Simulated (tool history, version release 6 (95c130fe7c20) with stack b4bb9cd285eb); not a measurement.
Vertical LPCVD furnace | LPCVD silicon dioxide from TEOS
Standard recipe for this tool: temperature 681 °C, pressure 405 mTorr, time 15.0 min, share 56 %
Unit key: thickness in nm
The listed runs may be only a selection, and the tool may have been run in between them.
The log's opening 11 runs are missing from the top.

| run | hour | temperature | pressure | time | share | wafers since the last listed run | hours since the last temperature calibration | hours since the pressure gauge was zeroed | hours since the TEOS flow controller was replaced | hours since the gauge calibration | read-back reference wafer on the same gauge, thickness | thickness |
|---|---|---|---|---|---|---|---|---|---|---|---|---|
| 12 | 214.2 | 681 | 355 | 20.5 | 62 | 37 | 16.8 | 160.0 | 4.5 | 10.5 | 74.39 | 99.55 |
| 13 | 218.3 | 681 | 405 | 15.0 | 56 | 38 | 20.9 | 164.1 | 8.6 | 14.6 | 74.36 | 73.90 |
| 14 | 222.3 | 681 | 405 | 10.0 | 60 | 37 | 24.9 | 168.1 | 12.6 | 18.6 | 74.42 | 51.04 |
| 15 | 229.9 | 670 | 405 | 13.5 | 56 | 70 | 32.5 | 175.7 | 20.2 | 26.2 | 74.43 | 50.83 |
| 16 | 245.7 | 681 | 405 | 15.0 | 61 | 146 | 48.3 | 191.5 | 36.0 | 42.0 | 74.39 | 77.23 |
| 17 | 253.0 | 681 | 330 | 10.5 | 60 | 67 | 55.6 | 198.8 | 43.3 | 49.3 | 74.40 | 48.50 |
| 18 | 264.5 | 681 | 405 | 15.0 | 56 | 106 | 67.1 | 210.3 | 54.8 | 60.8 | 74.37 | 73.90 |
| 19 | 300.4 | 671 | 475 | 15.0 | 66 | 333 | 103.0 | 246.2 | 90.7 | 96.7 | 74.39 | 68.48 |
| 20 | 317.2 | 681 | 355 | 15.0 | 49 | 155 | 119.8 | 263.0 | 107.5 | 113.5 | 74.40 | 64.94 |
| 21 | 330.0 | 671 | 500 | 10.0 | 65 | 118 | 132.6 | 275.8 | 120.3 | 126.3 | 74.41 | 46.42 |
| 22 | 338.3 | 681 | 405 | 15.0 | 56 | 77 | 140.9 | 284.1 | 128.6 | 134.6 | 74.37 | 74.31 |
| 23 | 350.2 | 674 | 405 | 15.0 | 56 | 110 | 152.8 | 296.0 | 140.5 | 146.5 | 74.42 | 62.80 |
| 24 | 360.0 | 681 | 405 | 17.5 | 56 | 90 | 162.6 | 305.8 | 150.3 | 156.3 | 74.41 | 86.71 |
| 25 | 377.3 | 681 | 405 | 15.0 | 56 | 160 | 179.9 | 323.1 | 167.6 | 173.6 | 74.42 | 74.32 |
| 26 | 394.5 | 681 | 405 | 15.0 | 56 | 159 | 197.1 | 340.3 | 184.8 | 190.8 | 74.42 | 74.57 |
| 27 | 404.3 | 681 | 405 | 15.0 | 47 | 90 | 206.9 | 350.1 | 194.6 | 200.6 | 74.38 | 68.26 |
| 28 | 415.4 | 686 | 350 | 20.5 | 64 | 103 | 218.0 | 361.2 | 205.7 | 211.7 | 74.37 | 113.98 |
| 29 | 430.0 | 681 | 405 | 15.0 | 56 | 135 | 232.6 | 375.8 | 220.3 | 226.3 | 74.40 | 74.53 |
| 30 | 446.7 | 681 | 405 | 20.5 | 56 | 154 | 249.3 | 392.5 | 237.0 | 243.0 | 74.41 | 102.06 |
| 31 | 457.7 | 681 | 405 | 15.0 | 53 | 102 | 260.3 | 403.5 | 248.0 | 254.0 | 74.42 | 72.37 |
| 32 | 468.7 | 692 | 405 | 19.5 | 63 | 102 | 271.3 | 414.5 | 259.0 | 265.0 | 74.39 | 133.71 |

Here are 3 independent what-if runs from the current tool condition. What would each one return?
| A | 472.9 | 681 | 405 | 11.0 | 56 | 38 | 275.5 | 418.7 | 263.2 | 269.2 | ? | ? |
| B | 472.9 | 670 | 405 | 15.0 | 56 | 38 | 275.5 | 418.7 | 263.2 | 269.2 | ? | ? |
| C | 472.9 | 693 | 405 | 15.0 | 56 | 38 | 275.5 | 418.7 | 263.2 | 269.2 | ? | ? |

| run | read-back reference wafer on the same gauge, thickness | thickness |
|---|---|---|
| A | 74.39 | 54.80 |
| B | 74.39 | 57.11 |
| C | 74.39 | 99.50 |
With the hidden condition removed and each run's random variation left untouched, the same runs would have given:
| run | thickness |
|---|---|
| A | 53.99 |
| B | 56.24 |
| C | 98.08 |

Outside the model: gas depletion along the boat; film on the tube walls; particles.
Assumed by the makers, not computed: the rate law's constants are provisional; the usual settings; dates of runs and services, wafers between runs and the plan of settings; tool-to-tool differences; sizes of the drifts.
